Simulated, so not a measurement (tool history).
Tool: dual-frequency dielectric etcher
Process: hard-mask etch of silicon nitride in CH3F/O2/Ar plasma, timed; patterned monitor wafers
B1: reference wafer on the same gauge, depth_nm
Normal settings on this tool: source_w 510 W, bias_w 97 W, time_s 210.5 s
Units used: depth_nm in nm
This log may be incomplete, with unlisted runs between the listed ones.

Run 1, hour 0: usual settings but bias_w 104 W; B1 150. Result: depth_nm 187.1 nm.
Run 2, hour 24.1: usual settings; B1 150.2. Result: depth_nm 182.8 nm.
Run 3, hour 48.3: usual settings; B1 150. Result: depth_nm 183.2 nm.
Run 4, hour 60.3: usual settings; B1 149.9. Result: depth_nm 183.2 nm.
Run 5, hour 105.1: usual settings; B1 149.9. Result: depth_nm 183.8 nm.
Run 6, hour 130.7: usual settings; B1 150. Result: depth_nm 184.1 nm.
Run 7, hour 155: usual settings; B1 149.9. Result: depth_nm 184.4 nm.
Run 8, hour 187.2: usual settings but source_w 410 W, bias_w 113 W; B1 150. Result: depth_nm 180 nm.
Run 9, hour 218.3: usual settings but source_w 410 W, bias_w 113 W; B1 150.1. Result: depth_nm 180.2 nm.
Run 10, hour 251.5: usual settings but source_w 540 W; B1 150.1. Result: depth_nm 189.1 nm.
Run 11, hour 271.7: usual settings but source_w 590 W; B1 150. Result: depth_nm 195.4 nm.
Run 12, hour 306.5: usual settings but source_w 590 W; B1 150.1. Result: depth_nm 195.6 nm.
Run 13, hour 325.1: usual settings but source_w 590 W; B1 150.1. Result: depth_nm 195.6 nm.
Run 14, hour 351.6: usual settings; B1 150. Result: depth_nm 186.5 nm.
At hour 389.8: gauge calibrated.
At hour 400.1: wet clean of the chamber.
Run 15, hour 400.6: usual settings but bias_w 109 W, time_s 162 s; B1 150.1. Result: depth_nm 145.9 nm.
Run 16, hour 421.5: usual settings but source_w 410 W, bias_w 75 W, time_s 181.5 s; B1 150. Result: depth_nm 134.4 nm.
At hour 438.2: bias power generator calibrated.
Run 17, hour 450.8: usual settings; B1 150. Result: depth_nm 181.1 nm.
At hour 482.5: upper electrode replaced.
Run 18, hour 483: usual settings but source_w 610 W, bias_w 107 W; B1 150.1. Result: depth_nm 199.6 nm.
Run 19, hour 492.6: usual settings but source_w 630 W, bias_w 109 W, time_s 159.5 s; B1 150.1. Result: depth_nm 154.3 nm.
Run 20, hour 512.2: usual settings but source_w 610 W, bias_w 81 W, time_s 168 s; B1 150.2. Result: depth_nm 145.3 nm.
Run 21, hour 524.6: usual settings but source_w 620 W, bias_w 107 W; B1 150. Result: depth_nm 201.2 nm.
Run 22, hour 551.4: usual settings but source_w 420 W, bias_w 87 W, time_s 252.5 s; B1 150. Result: depth_nm 195.8 nm.
Run 23, hour 576.2: usual settings but source_w 560 W, time_s 236 s; B1 150. Result: depth_nm 210.9 nm.
At hour 608.1: source power generator calibrated.
Run 24, hour 608.6: usual settings but source_w 620 W, bias_w 116 W, time_s 245 s; B1 150.1. Result: depth_nm 241.1 nm.
Run 25, hour 640.1: usual settings but bias_w 81 W, time_s 174.5 s; B1 150.1. Result: depth_nm 142.2 nm.
Run 26, hour 668.2: usual settings; B1 150.1. Result: depth_nm 182.5 nm.
Run 27, hour 702.6: usual settings but source_w 570 W; B1 149.9. Result: depth_nm 190.2 nm.
Run 28, hour 725.1: usual settings but source_w 570 W, bias_w 108 W, time_s 161 s; B1 150.1. Result: depth_nm 151 nm.

Run 29 comes next. What will it give?
Run 29, hour 752.5: usual settings but source_w 380 W, bias_w 79 W, time_s 267 s; B1 ?. Result: depth_nm ?.

Run 29 came out at B1 150, depth_nm 196 nm.
Were there no unlogged condition in the tool, this run, its random variation unchanged, would have produced depth_nm 192.3 nm.
